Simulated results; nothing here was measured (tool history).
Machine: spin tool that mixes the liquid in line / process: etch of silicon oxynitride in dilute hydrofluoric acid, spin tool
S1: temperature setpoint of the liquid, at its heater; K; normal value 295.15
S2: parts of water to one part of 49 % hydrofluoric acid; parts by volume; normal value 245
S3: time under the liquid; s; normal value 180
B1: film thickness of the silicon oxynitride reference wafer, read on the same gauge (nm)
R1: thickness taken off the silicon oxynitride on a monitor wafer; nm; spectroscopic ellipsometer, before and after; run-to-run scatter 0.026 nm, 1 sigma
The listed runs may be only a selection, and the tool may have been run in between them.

run,hour,S1,S2,S3,B1,R1
1,0,292.65,245,180,90.009,0.759
2,58.1,295.15,300,180,90.022,0.657
3,95.8,295.15,245,180,89.999,0.848
4,119.9,295.15,245,180,89.978,0.818
5,190.1,295.15,245,180,89.967,0.844
6,233.7,295.15,245,180,90.037,0.837
7,264.7,295.15,245,180,90.006,0.876
8,315.1,295.15,245,180,89.998,0.828
# hour 363.6: gauge calibrated
9,369.5,295.15,285,180,90.001,0.694
10,407.5,295.15,285,180,90.016,0.692
11,483.3,295.15,340,220,90.015,0.676
12,533,298.65,160,180,89.992,1.588
13,598,295.15,245,180,89.983,0.826
# hour 600.8: hydrofluoric acid flow meter replaced
14,758.5,298.15,245,215,90.011,1.106
15,910.8,299.65,245,275,90.007,1.498
16,1071.2,295.15,245,180,89.992,0.771
# hour 1083.6: thermometer replaced
17,1123.6,295.15,290,85,90.006,0.349
18,1186.4,298.65,285,100,90.025,0.439
19,1242.4,295.15,245,180,89.992,0.89
20,1274.6,295.15,245,180,89.967,0.79
21,1342.9,295.15,305,210,90.03,0.773
22,1407.1,291.65,150,95,90.015,0.649
23,1475.4,295.15,245,120,90.003,0.556
24,1597.9,295.15,360,80,90.035,0.23
25,1654.6,297.65,305,120,90.009,0.477
26,1703.8,295.15,245,180,90.013,0.829
27,1766.1,295.15,305,100,90.005,0.355
28,1835.7,291.65,245,180,89.994,0.698
29,1873.5,298.15,310,180,89.972,0.675
30,1957.4,293.65,245,180,89.98,0.768
31,1991.5,293.65,245,180,89.988,0.752
32,2016.3,295.15,295,180,89.995,0.635
33,2064.5,300.15,330,220,89.988,0.855

Below are 4 alternative next runs, each starting from the tool's condition after run 33. Predict each:
A,2065,290.15,245,180,?,?
B,2065,299.15,245,110,?,?
C,2065,298.15,185,260,?,?
D,2065,299.15,245,180,?,?

run,B1,R1
A,90.004,0.615
B,90.004,0.567
C,90.004,1.773
D,90.004,0.928
Without the tool's hidden state the same runs would have given:
run,R1
A,0.675
B,0.617
C,1.936
D,1.009
